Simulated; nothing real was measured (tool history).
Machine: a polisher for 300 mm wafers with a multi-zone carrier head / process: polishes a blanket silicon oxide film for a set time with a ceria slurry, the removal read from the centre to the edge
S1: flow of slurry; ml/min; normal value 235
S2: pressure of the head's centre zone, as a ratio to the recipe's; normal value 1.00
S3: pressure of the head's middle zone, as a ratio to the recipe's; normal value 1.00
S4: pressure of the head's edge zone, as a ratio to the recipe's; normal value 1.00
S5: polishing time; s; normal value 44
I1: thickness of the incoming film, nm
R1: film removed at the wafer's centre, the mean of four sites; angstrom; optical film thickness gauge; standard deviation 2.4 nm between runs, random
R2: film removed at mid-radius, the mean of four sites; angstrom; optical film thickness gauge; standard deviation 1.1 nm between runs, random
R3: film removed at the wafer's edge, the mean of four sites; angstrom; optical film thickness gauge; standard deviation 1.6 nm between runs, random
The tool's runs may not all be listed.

run    hour   S1    S2    S3    S4  S5      I1    R1    R2    R3
  1     0.0  235  1.00  1.06  0.96  44  1368.1  1570  1580  1501
       23.7  -- worn pad replaced by a new one
  2    28.1  235  1.00  1.00  0.92  44  1350.4  1658  1665  1633
  3    64.0  235  1.00  1.00  1.00  35  1356.1  1354  1325  1328
  4    97.5  190  1.00  1.04  0.93  44  1376.8  1571  1647  1596
  5   152.8  175  1.00  0.89  1.00  44  1358.9  1564  1440  1621
      245.2  -- centre zone pressure recalibrated
      273.4  -- slurry nozzle cleaned
  6   310.6  285  1.06  1.00  1.00  50  1386.9  1889  1864  1876
  7   381.0  235  1.00  1.00  1.00  44  1362.9  1561  1575  1582
      409.5  -- edge zone pressure recalibrated
  8   430.8  195  1.00  0.95  1.11  53  1364.2  1805  1712  1905
      477.1  -- worn pad replaced by a new one
  9   482.4  235  1.00  1.00  1.00  44  1375.9  1679  1651  1708
 10   523.2  235  1.00  1.00  1.00  44  1388.9  1633  1659  1682
 11   694.7  235  1.00  1.00  1.00  44  1388.0  1647  1609  1647
 12   723.1  235  1.00  1.00  1.10  49  1385.6  1772  1784  1869
 13   780.5  210  1.00  1.00  0.96  31  1370.3  1105  1091  1086
 14   844.0  280  1.03  0.88  0.89  44  1375.4  1586  1419  1520
      901.9  -- worn pad replaced by a new one
 15   906.9  295  1.00  1.00  1.00  30  1350.5  1191  1159  1153
      930.2  -- slurry nozzle cleaned
 16   970.7  310  1.06  1.00  1.00  44  1362.9  1804  1702  1714
 17  1024.0  235  1.12  1.00  1.00  44  1383.7  1764  1649  1696
 18  1048.1  235  1.03  1.00  0.93  35  1378.6  1385  1301  1301
 19  1111.9  235  1.00  1.00  1.00  44  1383.1  1628  1618  1670
     1154.7  -- centre zone pressure recalibrated
 20  1162.9  235  1.00  1.00  1.00  30  1351.4  1091  1090  1113
     1189.6  -- edge zone pressure recalibrated
 21  1225.8  235  1.08  1.08  1.00  44  1381.3  1672  1677  1569

5 ways to go on from here, each from the tool as it stands after run 21. What would each give?
  A  1226.2  235  1.00  1.00  1.00  44  1364.6   ?   ?   ?
  B  1226.2  265  1.00  1.00  1.00  37  1364.6   ?   ?   ?
  C  1226.2  235  1.00  1.00  1.11  44  1364.6   ?   ?   ?
  D  1226.2  285  1.03  1.00  1.03  44  1364.6   ?   ?   ?
  E  1226.2  170  1.06  1.00  1.04  53  1364.6   ?   ?   ?

run    R1    R2    R3
  A  1614  1579  1587
  B  1379  1347  1349
  C  1614  1579  1655
  D  1685  1615  1633
  E  1907  1810  1872
What these runs would have given with no unlogged condition in the tool:
run    R1    R2    R3
  A  1714  1677  1686
  B  1465  1431  1433
  C  1714  1677  1758
  D  1790  1715  1734
  E  2025  1922  1988
